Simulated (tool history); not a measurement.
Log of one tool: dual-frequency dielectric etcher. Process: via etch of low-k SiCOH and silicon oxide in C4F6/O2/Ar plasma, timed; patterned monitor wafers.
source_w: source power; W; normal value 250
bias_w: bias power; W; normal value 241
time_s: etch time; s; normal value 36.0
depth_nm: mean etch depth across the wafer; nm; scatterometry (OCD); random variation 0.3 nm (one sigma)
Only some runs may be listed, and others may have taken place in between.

run   hour  source_w  bias_w  time_s  read-back reference wafer on the same gauge, depth_nm  depth_nm
  1    0.0       290     241    36.0                                                   97.0      98.4
      36.0  -- wet clean of the chamber
  2   42.3       290     263    36.0                                                   97.1     100.3
  3   80.8       290     263    36.0                                                   96.7      99.7
  4  135.9       290     263    36.0                                                   96.6      99.4
  5  179.3       220     241    36.0                                                   96.4      82.1
  6  272.8       250     241    36.0                                                   95.9      88.4
     350.3  -- wet clean of the chamber
     353.8  -- source power generator calibrated
  7  354.3       250     241    36.0                                                   95.6      88.1
  8  372.2       250     241    39.0                                                   95.7      95.9
     418.1  -- gauge calibrated
  9  429.0       280     189    44.0                                                   98.0     111.4
     480.2  -- bias power generator calibrated
 10  521.3       250     241    39.0                                                   97.5      98.0
 11  579.2       250     262    36.0                                                   97.4      92.3
     630.2  -- upper electrode replaced
 12  665.3       200     300    40.0                                                   97.0      91.8
 13  729.7       200     273    27.0                                                   96.8      59.9
     757.3  -- wet clean of the chamber
 14  786.5       250     211    30.5                                                   96.5      72.9
 15  869.2       250     241    36.0                                                   96.2      89.2

What does the tool deliver on the next run?
 16  931.9       250     241    29.5                                                      ?         ?

{"run 16": {"read-back reference wafer on the same gauge, depth_nm": 96.2, "depth_nm": 72.8}}
With no hidden state in the tool, this same run would have given depth_nm 74.2 nm.
